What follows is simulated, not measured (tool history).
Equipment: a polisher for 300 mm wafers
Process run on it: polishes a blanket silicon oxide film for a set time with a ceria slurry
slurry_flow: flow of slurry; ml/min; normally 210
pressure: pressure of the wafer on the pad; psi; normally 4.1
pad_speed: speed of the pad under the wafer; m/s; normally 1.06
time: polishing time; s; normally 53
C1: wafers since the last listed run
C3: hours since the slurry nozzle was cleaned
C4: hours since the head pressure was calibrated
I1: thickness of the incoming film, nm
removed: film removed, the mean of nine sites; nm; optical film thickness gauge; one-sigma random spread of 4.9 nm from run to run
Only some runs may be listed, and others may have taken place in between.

Run 1, hour 0: usual settings but time 40 s; C1 0; wafers polished on this pad 4985; C3 901.1; C4 19.3; I1 1147. Result: removed 245.1 nm.
At hour 20.5: slurry nozzle cleaned.
Run 2, hour 58.2: usual settings; C1 631; wafers polished on this pad 5616; C3 37.7; C4 77.5; I1 1132.4. Result: removed 320.1 nm.
Run 3, hour 128.6: usual settings; C1 777; wafers polished on this pad 6394; C3 108.1; C4 147.9; I1 1148.2. Result: removed 304.3 nm.
At hour 298.4: worn pad replaced by a new one.
Run 4, hour 434.6: usual settings but pad_speed 0.92 m/s; C1 3334; wafers polished on this pad 1503; C3 414.1; C4 453.9; I1 1135. Result: removed 290.5 nm.
Run 5, hour 510.5: usual settings; C1 838; wafers polished on this pad 2341; C3 490; C4 529.8; I1 1135.1. Result: removed 318.8 nm.
Run 6, hour 562.3: usual settings; C1 571; wafers polished on this pad 2913; C3 541.8; C4 581.6; I1 1122.2. Result: removed 314.4 nm.
Run 7, hour 633.6: usual settings; C1 787; wafers polished on this pad 3700; C3 613.1; C4 652.9; I1 1139.9. Result: removed 305.3 nm.
At hour 680.9: head pressure recalibrated.
Run 8, hour 757.2: usual settings; C1 1342; wafers polished on this pad 5043; C3 736.7; C4 76.3; I1 1133.2. Result: removed 327.8 nm.
Run 9, hour 817.2: usual settings but pressure 4.8 psi; C1 662; wafers polished on this pad 5706; C3 796.7; C4 136.3; I1 1111.1. Result: removed 356.4 nm.
At hour 859.8: slurry nozzle cleaned.
Run 10, hour 885.9: usual settings but pressure 4.8 psi; C1 747; wafers polished on this pad 6453; C3 26.1; C4 205; I1 1143.9. Result: removed 367 nm.
Run 11, hour 962.2: usual settings; C1 842; wafers polished on this pad 7296; C3 102.4; C4 281.3; I1 1127.9. Result: removed 297.4 nm.
At hour 1033.1: worn pad replaced by a new one.
Run 12, hour 1048.7: usual settings; C1 910; wafers polished on this pad 171; C3 188.9; C4 367.8; I1 1132.3. Result: removed 319.1 nm.
Run 13, hour 1118.5: usual settings; C1 770; wafers polished on this pad 942; C3 258.7; C4 437.6; I1 1137.2. Result: removed 317.7 nm.
Run 14, hour 1202.7: usual settings; C1 929; wafers polished on this pad 1872; C3 342.9; C4 521.8; I1 1146.2. Result: removed 317.5 nm.
Run 15, hour 1304.6: usual settings but pressure 2.9 psi; C1 1125; wafers polished on this pad 2997; C3 444.8; C4 623.7; I1 1127.1. Result: removed 221.3 nm.
Run 16, hour 1393.3: usual settings but slurry_flow 250 ml/min; C1 979; wafers polished on this pad 3976; C3 533.5; C4 712.4; I1 1108.6. Result: removed 314.1 nm.
Run 17, hour 1465.8: usual settings but pressure 4.7 psi, time 39 s; C1 800; wafers polished on this pad 4777; C3 606; C4 784.9; I1 1144.8. Result: removed 253.6 nm.
At hour 1477.7: head pressure recalibrated.
Run 18, hour 1512.3: usual settings; C1 491; wafers polished on this pad 5268; C3 652.5; C4 34.6; I1 1134.8. Result: removed 323.6 nm.
Run 19, hour 1551.6: usual settings but pressure 4.8 psi, pad_speed 0.9 m/s; C1 433; wafers polished on this pad 5702; C3 691.8; C4 73.9; I1 1137.2. Result: removed 326.3 nm.
Run 20, hour 1592.3: usual settings but slurry_flow 240 ml/min; C1 449; wafers polished on this pad 6152; C3 732.5; C4 114.6; I1 1126.2. Result: removed 316.4 nm.
At hour 1702.9: worn pad replaced by a new one.
At hour 1755.9: slurry nozzle cleaned.
Run 21, hour 1874: usual settings but pad_speed 0.9 m/s; C1 3055; wafers polished on this pad 1877; C3 118.1; C4 396.3; I1 1125.6. Result: removed 272.3 nm.
Run 22, hour 1919.3: usual settings; C1 500; wafers polished on this pad 2378; C3 163.4; C4 441.6; I1 1127.3. Result: removed 316 nm.
Run 23, hour 2023.5: usual settings but slurry_flow 150 ml/min, pressure 4.8 psi, pad_speed 0.76 m/s; C1 1150; wafers polished on this pad 3528; C3 267.6; C4 545.8; I1 1125.7. Result: removed 255.6 nm.
Run 24, hour 2093.4: usual settings but slurry_flow 235 ml/min, pressure 3 psi; C1 771; wafers polished on this pad 4300; C3 337.5; C4 615.7; I1 1139.6. Result: removed 224.5 nm.
Run 25, hour 2165.8: usual settings but pressure 3.2 psi, pad_speed 1.36 m/s; C1 799; wafers polished on this pad 5099; C3 409.9; C4 688.1; I1 1144.3. Result: removed 290.8 nm.
At hour 2204.4: head pressure recalibrated.
Run 26, hour 2248.7: usual settings; C1 893; wafers polished on this pad 5993; C3 492.8; C4 44.3; I1 1143.2. Result: removed 306.7 nm.
Run 27, hour 2332.8: usual settings but slurry_flow 250 ml/min, pad_speed 0.94 m/s; C1 928; wafers polished on this pad 6921; C3 576.9; C4 128.4; I1 1130.5. Result: removed 278 nm.
Run 28, hour 2385.5: usual settings but pressure 5.1 psi, pad_speed 1.22 m/s, time 37 s; C1 581; wafers polished on this pad 7503; C3 629.6; C4 181.1; I1 1125.4. Result: removed 283.4 nm.
At hour 2458.6: worn pad replaced by a new one.
Run 29, hour 2459.1: usual settings but slurry_flow 250 ml/min, pad_speed 0.94 m/s; C1 768; wafers polished on this pad 5; C3 703.2; C4 254.7; I1 1154.1. Result: removed 301.9 nm.
Run 30, hour 2533.1: usual settings but slurry_flow 265 ml/min, pressure 4.8 psi, time 61 s; C1 817; wafers polished on this pad 822; C3 777.2; C4 328.7; I1 1147.9. Result: removed 451.2 nm.
At hour 2553.2: slurry nozzle cleaned.
Run 31, hour 2619: usual settings but pressure 3.4 psi; C1 937; wafers polished on this pad 1760; C3 65.8; C4 414.6; I1 1143.6. Result: removed 256.5 nm.
Run 32, hour 2714.9: usual settings but slurry_flow 275 ml/min, pressure 4.5 psi, pad_speed 0.96 m/s; C1 1058; wafers polished on this pad 2819; C3 161.7; C4 510.5; I1 1139.5. Result: removed 321.3 nm.
Run 33, hour 2809.5: usual settings; C1 1044; wafers polished on this pad 3863; C3 256.3; C4 605.1; I1 1120.3. Result: removed 300.7 nm.
Run 34, hour 2868: usual settings; C1 645; wafers polished on this pad 4509; C3 314.8; C4 663.6; I1 1147.4. Result: removed 297.4 nm.
Run 35, hour 2946.6: usual settings; C1 867; wafers polished on this pad 5377; C3 393.4; C4 742.2; I1 1127.7. Result: removed 290.2 nm.
At hour 2952.7: head pressure recalibrated.
Run 36, hour 3030.6: usual settings but slurry_flow 160 ml/min, pressure 3.4 psi, pad_speed 0.86 m/s, time 68 s; C1 905; wafers polished on this pad 6283; C3 477.4; C4 77.9; I1 1125.2. Result: removed 272 nm.
Run 37, hour 3098.3: usual settings but slurry_flow 260 ml/min, pad_speed 1.24 m/s; C1 747; wafers polished on this pad 7030; C3 545.1; C4 145.6; I1 1127.3. Result: removed 361.3 nm.

What if the next run were any one of these 3? Each begins from the tool's condition after run 37:
Run A, hour 3098.7: usual settings but pressure 4.9 psi; C1 4; wafers polished on this pad 7035; C3 545.5; C4 146; I1 1138.6. Result: removed ?.
Run B, hour 3098.7: usual settings but slurry_flow 245 ml/min, pressure 3.7 psi, pad_speed 1.44 m/s, time 38 s; C1 4; wafers polished on this pad 7035; C3 545.5; C4 146; I1 1138.6. Result: removed ?.
Run C, hour 3098.7: usual settings but pressure 4.6 psi, pad_speed 1.38 m/s; C1 4; wafers polished on this pad 7035; C3 545.5; C4 146; I1 1138.6. Result: removed ?.

run  removed
  A    365.2
  B    262.7
  C    430.5
Take away the tool's hidden state, keep each run's random variation, and the runs would have read:
run  removed
  A    426.3
  B    306.7
  C    502.5
